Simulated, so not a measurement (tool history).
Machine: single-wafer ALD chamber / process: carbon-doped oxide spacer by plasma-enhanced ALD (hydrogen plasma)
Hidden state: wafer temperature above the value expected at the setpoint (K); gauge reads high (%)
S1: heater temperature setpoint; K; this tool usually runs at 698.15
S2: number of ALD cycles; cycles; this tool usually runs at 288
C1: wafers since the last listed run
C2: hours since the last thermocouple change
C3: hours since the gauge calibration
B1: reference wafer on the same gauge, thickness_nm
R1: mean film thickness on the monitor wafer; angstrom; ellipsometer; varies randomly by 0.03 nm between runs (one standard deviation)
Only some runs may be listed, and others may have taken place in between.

{"run": 1, "day": 0.0, "S1": 690.15, "S2": 288, "C1": 0, "C2": 649.9, "C3": 336.0, "B1": 11.396, "R1": 125.57}
{"run": 2, "day": 0.567, "S1": 698.15, "S2": 288, "C1": 10, "C2": 663.5, "C3": 349.6, "B1": 11.402, "R1": 122.21}
{"run": 3, "day": 1.117, "S1": 698.15, "S2": 288, "C1": 10, "C2": 676.7, "C3": 362.8, "B1": 11.393, "R1": 122.19}
{"run": 4, "day": 1.821, "S1": 698.15, "S2": 288, "C1": 12, "C2": 693.6, "C3": 379.7, "B1": 11.401, "R1": 122.1}
{"run": 5, "day": 2.162, "S1": 706.15, "S2": 245, "C1": 6, "C2": 701.8, "C3": 387.9, "B1": 11.4, "R1": 101.02}
{"run": 6, "day": 2.504, "S1": 707.15, "S2": 288, "C1": 6, "C2": 710.0, "C3": 396.1, "B1": 11.409, "R1": 117.82}
{"run": 7, "day": 2.971, "S1": 707.15, "S2": 288, "C1": 8, "C2": 721.2, "C3": 407.3, "B1": 11.401, "R1": 118.08}
{"run": 8, "day": 3.592, "S1": 707.15, "S2": 288, "C1": 11, "C2": 736.1, "C3": 422.2, "B1": 11.405, "R1": 117.7}
{"run": 9, "day": 3.854, "S1": 689.15, "S2": 288, "C1": 4, "C2": 742.4, "C3": 428.5, "B1": 11.408, "R1": 126.3}
{"run": 10, "day": 4.575, "S1": 689.15, "S2": 288, "C1": 13, "C2": 759.7, "C3": 445.8, "B1": 11.405, "R1": 126.41}
{"run": 11, "day": 5.083, "S1": 689.15, "S2": 288, "C1": 9, "C2": 771.9, "C3": 458.0, "B1": 11.402, "R1": 126.85}
{"run": 12, "day": 5.762, "S1": 689.15, "S2": 319, "C1": 12, "C2": 788.2, "C3": 474.3, "B1": 11.4, "R1": 140.22}
{"run": 13, "day": 6.375, "S1": 698.15, "S2": 288, "C1": 11, "C2": 802.9, "C3": 489.0, "B1": 11.406, "R1": 121.89}
{"run": 14, "day": 6.883, "S1": 698.15, "S2": 288, "C1": 9, "C2": 815.1, "C3": 501.2, "B1": 11.4, "R1": 122.8}
{"run": 15, "day": 7.438, "S1": 698.15, "S2": 288, "C1": 10, "C2": 828.4, "C3": 514.5, "B1": 11.395, "R1": 122.3}
{"run": 16, "day": 7.929, "S1": 698.15, "S2": 248, "C1": 9, "C2": 840.2, "C3": 526.3, "B1": 11.401, "R1": 105.0}
{"run": 17, "day": 8.292, "S1": 698.15, "S2": 248, "C1": 6, "C2": 848.9, "C3": 535.0, "B1": 11.407, "R1": 106.06}
{"run": 18, "day": 9.75, "S1": 698.15, "S2": 288, "C1": 26, "C2": 883.9, "C3": 570.0, "B1": 11.4, "R1": 122.5}
{"run": 19, "day": 10.25, "S1": 698.15, "S2": 288, "C1": 9, "C2": 895.9, "C3": 582.0, "B1": 11.393, "R1": 122.88}
{"run": 20, "day": 10.746, "S1": 698.15, "S2": 288, "C1": 9, "C2": 907.8, "C3": 593.9, "B1": 11.392, "R1": 123.08}
{"run": 21, "day": 11.004, "S1": 698.15, "S2": 288, "C1": 4, "C2": 914.0, "C3": 600.1, "B1": 11.408, "R1": 122.8}
{"run": 22, "day": 11.658, "S1": 698.15, "S2": 288, "C1": 12, "C2": 929.7, "C3": 615.8, "B1": 11.401, "R1": 122.73}
{"run": 23, "day": 12.283, "S1": 704.15, "S2": 304, "C1": 11, "C2": 944.7, "C3": 630.8, "B1": 11.401, "R1": 126.99}
{"run": 24, "day": 12.775, "S1": 689.15, "S2": 266, "C1": 9, "C2": 956.5, "C3": 642.6, "B1": 11.399, "R1": 117.06}
{"day": 13.392, "done": "gauge calibrated"}
{"run": 25, "day": 13.467, "S1": 690.15, "S2": 345, "C1": 12, "C2": 973.1, "C3": 1.8, "B1": 11.392, "R1": 151.46}
{"run": 26, "day": 14.092, "S1": 698.15, "S2": 266, "C1": 11, "C2": 988.1, "C3": 16.8, "B1": 11.403, "R1": 114.0}
{"run": 27, "day": 16.008, "S1": 703.15, "S2": 311, "C1": 35, "C2": 1034.1, "C3": 62.8, "B1": 11.397, "R1": 130.68}
{"run": 28, "day": 16.629, "S1": 698.15, "S2": 310, "C1": 11, "C2": 1049.0, "C3": 77.7, "B1": 11.404, "R1": 132.74}
{"run": 29, "day": 17.133, "S1": 712.15, "S2": 231, "C1": 9, "C2": 1061.1, "C3": 89.8, "B1": 11.392, "R1": 93.9}
{"run": 30, "day": 17.55, "S1": 710.15, "S2": 336, "C1": 7, "C2": 1071.1, "C3": 99.8, "B1": 11.401, "R1": 137.52}
{"run": 31, "day": 18.133, "S1": 707.15, "S2": 310, "C1": 10, "C2": 1085.1, "C3": 113.8, "B1": 11.399, "R1": 128.96}
{"day": 18.925, "done": "thermocouple changed; heater temperature recalibrated"}
{"run": 32, "day": 18.946, "S1": 698.15, "S2": 288, "C1": 8, "C2": 0.5, "C3": 133.3, "B1": 11.398, "R1": 121.27}
{"run": 33, "day": 19.304, "S1": 705.15, "S2": 254, "C1": 6, "C2": 9.1, "C3": 141.9, "B1": 11.407, "R1": 104.3}
{"run": 34, "day": 19.567, "S1": 698.15, "S2": 340, "C1": 4, "C2": 15.4, "C3": 148.2, "B1": 11.408, "R1": 144.22}
{"run": 35, "day": 19.925, "S1": 698.15, "S2": 342, "C1": 6, "C2": 24.0, "C3": 156.8, "B1": 11.396, "R1": 144.76}
{"run": 36, "day": 20.417, "S1": 702.15, "S2": 317, "C1": 9, "C2": 35.8, "C3": 168.6, "B1": 11.4, "R1": 132.28}
{"run": 37, "day": 20.912, "S1": 698.15, "S2": 288, "C1": 9, "C2": 47.7, "C3": 180.5, "B1": 11.389, "R1": 121.59}
{"run": 38, "day": 21.404, "S1": 698.15, "S2": 321, "C1": 9, "C2": 59.5, "C3": 192.3, "B1": 11.399, "R1": 135.63}
{"run": 39, "day": 21.742, "S1": 684.15, "S2": 243, "C1": 6, "C2": 67.6, "C3": 200.4, "B1": 11.408, "R1": 108.06}
{"run": 40, "day": 22.25, "S1": 689.15, "S2": 265, "C1": 9, "C2": 79.8, "C3": 212.6, "B1": 11.409, "R1": 115.69}
{"run": 41, "day": 22.679, "S1": 698.15, "S2": 246, "C1": 7, "C2": 90.1, "C3": 222.9, "B1": 11.396, "R1": 104.1}
{"run": 42, "day": 24.817, "S1": 698.15, "S2": 288, "C1": 39, "C2": 141.4, "C3": 274.2, "B1": 11.392, "R1": 121.43}
{"run": 43, "day": 25.154, "S1": 698.15, "S2": 326, "C1": 6, "C2": 149.5, "C3": 282.3, "B1": 11.403, "R1": 137.77}
{"run": 44, "day": 25.617, "S1": 692.15, "S2": 304, "C1": 8, "C2": 160.6, "C3": 293.4, "B1": 11.396, "R1": 131.02}
{"run": 45, "day": 26.212, "S1": 698.15, "S2": 288, "C1": 10, "C2": 174.9, "C3": 307.7, "B1": 11.394, "R1": 121.93}

List, for all runs, the conditions of the tool that the log does not record:
gauge reads high (%): 0, the same for each run
H1: wafer temperature above the value expected at the setpoint (K)
run=1 H1=-1.52
run=2 H1=-1.61
run=3 H1=-1.7
run=4 H1=-1.81
run=5 H1=-1.86
run=6 H1=-1.92
run=7 H1=-1.99
run=8 H1=-2.1
run=9 H1=-2.14
run=10 H1=-2.27
run=11 H1=-2.36
run=12 H1=-2.48
run=13 H1=-2.59
run=14 H1=-2.69
run=15 H1=-2.79
run=16 H1=-2.88
run=17 H1=-2.95
run=18 H1=-3.25
run=19 H1=-3.35
run=20 H1=-3.45
run=21 H1=-3.51
run=22 H1=-3.64
run=23 H1=-3.78
run=24 H1=-3.89
run=25 H1=-4.04
run=26 H1=-4.18
run=27 H1=-4.63
run=28 H1=-4.78
run=29 H1=-4.9
run=30 H1=-5
run=31 H1=-5.15
run=32 H1=-0.824
run=33 H1=-0.824
run=34 H1=-0.825
run=35 H1=-0.827
run=36 H1=-0.83
run=37 H1=-0.835
run=38 H1=-0.841
run=39 H1=-0.846
run=40 H1=-0.854
run=41 H1=-0.863
run=42 H1=-0.92
run=43 H1=-0.931
run=44 H1=-0.947
run=45 H1=-0.97
